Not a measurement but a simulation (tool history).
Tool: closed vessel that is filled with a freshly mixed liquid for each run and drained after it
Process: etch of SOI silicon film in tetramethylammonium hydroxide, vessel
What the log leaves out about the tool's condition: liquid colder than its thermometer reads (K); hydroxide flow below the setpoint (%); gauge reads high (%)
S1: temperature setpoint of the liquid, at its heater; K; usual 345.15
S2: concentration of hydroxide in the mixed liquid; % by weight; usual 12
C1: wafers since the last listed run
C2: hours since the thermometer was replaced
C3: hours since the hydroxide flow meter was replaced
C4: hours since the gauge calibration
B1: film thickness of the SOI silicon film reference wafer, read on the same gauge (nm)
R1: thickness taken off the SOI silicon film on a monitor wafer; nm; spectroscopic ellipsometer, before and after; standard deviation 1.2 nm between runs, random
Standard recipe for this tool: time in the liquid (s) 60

Run 1, hour 0: usual settings; C1 0; C2 1954.4; C3 1947; C4 471.8; B1 139.94. Result: R1 447.99 nm.
At hour 18.6: gauge calibrated.
Run 2, hour 26.8: usual settings but S1 347.65 K, time in the liquid (s) 50; C1 3822; C2 1981.2; C3 1973.8; C4 8.2; B1 140.02. Result: R1 433.92 nm.
Run 3, hour 38.3: usual settings; C1 1640; C2 1992.7; C3 1985.3; C4 19.7; B1 140. Result: R1 447.64 nm.
Run 4, hour 53.1: usual settings; C1 2110; C2 2007.5; C3 2000.1; C4 34.5; B1 139.98. Result: R1 449.37 nm.
Run 5, hour 61: usual settings; C1 1126; C2 2015.4; C3 2008; C4 42.4; B1 140. Result: R1 448.7 nm.
At hour 69.3: thermometer replaced.
Run 6, hour 72.2: usual settings but time in the liquid (s) 35; C1 1454; C2 2.9; C3 2019.2; C4 53.6; B1 139.97. Result: R1 277.93 nm.
Run 7, hour 80: usual settings but time in the liquid (s) 35; C1 1112; C2 10.7; C3 2027; C4 61.4; B1 139.98. Result: R1 277.66 nm.
Run 8, hour 96.2: usual settings but time in the liquid (s) 35; C1 2310; C2 26.9; C3 2043.2; C4 77.6; B1 140.02. Result: R1 277.13 nm.
Run 9, hour 113.6: usual settings; C1 2481; C2 44.3; C3 2060.6; C4 95; B1 139.96. Result: R1 476.55 nm.
Run 10, hour 126.5: usual settings; C1 1839; C2 57.2; C3 2073.5; C4 107.9; B1 140.03. Result: R1 474.44 nm.
Run 11, hour 144.1: usual settings but time in the liquid (s) 30; C1 2510; C2 74.8; C3 2091.1; C4 125.5; B1 140.01. Result: R1 238.19 nm.
Run 12, hour 152.6: usual settings but S1 338.65 K, S2 10.5 % by weight, time in the liquid (s) 30; C1 1212; C2 83.3; C3 2099.6; C4 134; B1 140. Result: R1 171.01 nm.
Run 13, hour 161.1: usual settings but S2 11 % by weight; C1 1212; C2 91.8; C3 2108.1; C4 142.5; B1 140.03. Result: R1 492.98 nm.
Run 14, hour 198.7: usual settings but S1 349.65 K, time in the liquid (s) 80; C1 5362; C2 129.4; C3 2145.7; C4 180.1; B1 140. Result: R1 823.26 nm.
At hour 201.7: hydroxide flow meter replaced.
Run 15, hour 215.2: usual settings but S1 337.65 K, S2 9 % by weight, time in the liquid (s) 75; C1 2210; C2 145.9; C3 13.5; C4 196.6; B1 140. Result: R1 405.36 nm.
Run 16, hour 226.1: usual settings but S2 13.5 % by weight, time in the liquid (s) 95; C1 1554; C2 156.8; C3 24.4; C4 207.5; B1 139.96. Result: R1 682.9 nm.
Run 17, hour 242.7: usual settings but time in the liquid (s) 80; C1 2367; C2 173.4; C3 41; C4 224.1; B1 139.98. Result: R1 608.3 nm.
Run 18, hour 253.6: usual settings; C1 1554; C2 184.3; C3 51.9; C4 235; B1 140.01. Result: R1 456.34 nm.
Run 19, hour 260.7: usual settings but S2 14.5 % by weight; C1 1012; C2 191.4; C3 59; C4 242.1; B1 139.94. Result: R1 415.92 nm.
Run 20, hour 274.2: usual settings but S1 349.65 K, time in the liquid (s) 90; C1 1925; C2 204.9; C3 72.5; C4 255.6; B1 140.01. Result: R1 887.27 nm.
Run 21, hour 290.1: usual settings but S1 337.65 K, S2 15 % by weight, time in the liquid (s) 45; C1 2267; C2 220.8; C3 88.4; C4 271.5; B1 139.94. Result: R1 197.27 nm.
Run 22, hour 303.9: usual settings but time in the liquid (s) 50; C1 1968; C2 234.6; C3 102.2; C4 285.3; B1 139.94. Result: R1 379.6 nm.
Run 23, hour 310.2: usual settings but S1 341.65 K; C1 898; C2 240.9; C3 108.5; C4 291.6; B1 140.02. Result: R1 371.23 nm.
Run 24, hour 320.2: usual settings but S2 10.5 % by weight, time in the liquid (s) 85; C1 1426; C2 250.9; C3 118.5; C4 301.6; B1 139.99. Result: R1 677.83 nm.
Run 25, hour 332.3: usual settings; C1 1725; C2 263; C3 130.6; C4 313.7; B1 140.01. Result: R1 454.34 nm.
Run 26, hour 347: usual settings but S1 340.15 K, time in the liquid (s) 30; C1 2096; C2 277.7; C3 145.3; C4 328.4; B1 140.04. Result: R1 169.25 nm.
Run 27, hour 357.9: usual settings but S1 338.15 K, S2 10.5 % by weight, time in the liquid (s) 85; C1 1554; C2 288.6; C3 156.2; C4 339.3; B1 140. Result: R1 447.48 nm.
Run 28, hour 368.3: usual settings but time in the liquid (s) 95; C1 1483; C2 299; C3 166.6; C4 349.7; B1 140. Result: R1 719.14 nm.
Run 29, hour 377.1: usual settings; C1 1255; C2 307.8; C3 175.4; C4 358.5; B1 139.98. Result: R1 454.51 nm.
Run 30, hour 392.4: usual settings but S1 343.15 K; C1 2182; C2 323.1; C3 190.7; C4 373.8; B1 139.96. Result: R1 406.39 nm.
Run 31, hour 406.9: usual settings but S1 343.15 K; C1 2067; C2 337.6; C3 205.2; C4 388.3; B1 140.06. Result: R1 407.16 nm.
Run 32, hour 417.7: usual settings but S1 338.65 K; C1 1540; C2 348.4; C3 216; C4 399.1; B1 139.99. Result: R1 310.54 nm.
Run 33, hour 431.2: usual settings but S1 341.15 K, S2 9.5 % by weight, time in the liquid (s) 75; C1 1925; C2 361.9; C3 229.5; C4 412.6; B1 140. Result: R1 489.16 nm.

Hidden condition of the tool, last listed run before each entry between runs versus first listed run after:
From run 1 to run 2: gauge calibrated (hour 18.6)
  liquid colder than its thermometer reads (K): 1.05 -> 1.06; hydroxide flow below the setpoint (%): 10.8 -> 10.9
  measured value less the no-hidden-state value, R1: -8.26 -> -7.63 nm
From run 5 to run 6: thermometer replaced (hour 69.3)
  liquid colder than its thermometer reads (K): 1.08 -> 0.0472; hydroxide flow below the setpoint (%): 11.1 -> 11.2
  measured value less the no-hidden-state value, R1: -8.5 -> +11.29 nm
From run 14 to run 15: hydroxide flow meter replaced (hour 201.7)
  liquid colder than its thermometer reads (K): 0.113 -> 0.122; hydroxide flow below the setpoint (%): 11.9 -> 0.696
  measured value less the no-hidden-state value, R1: +32.89 -> -1.93 nm

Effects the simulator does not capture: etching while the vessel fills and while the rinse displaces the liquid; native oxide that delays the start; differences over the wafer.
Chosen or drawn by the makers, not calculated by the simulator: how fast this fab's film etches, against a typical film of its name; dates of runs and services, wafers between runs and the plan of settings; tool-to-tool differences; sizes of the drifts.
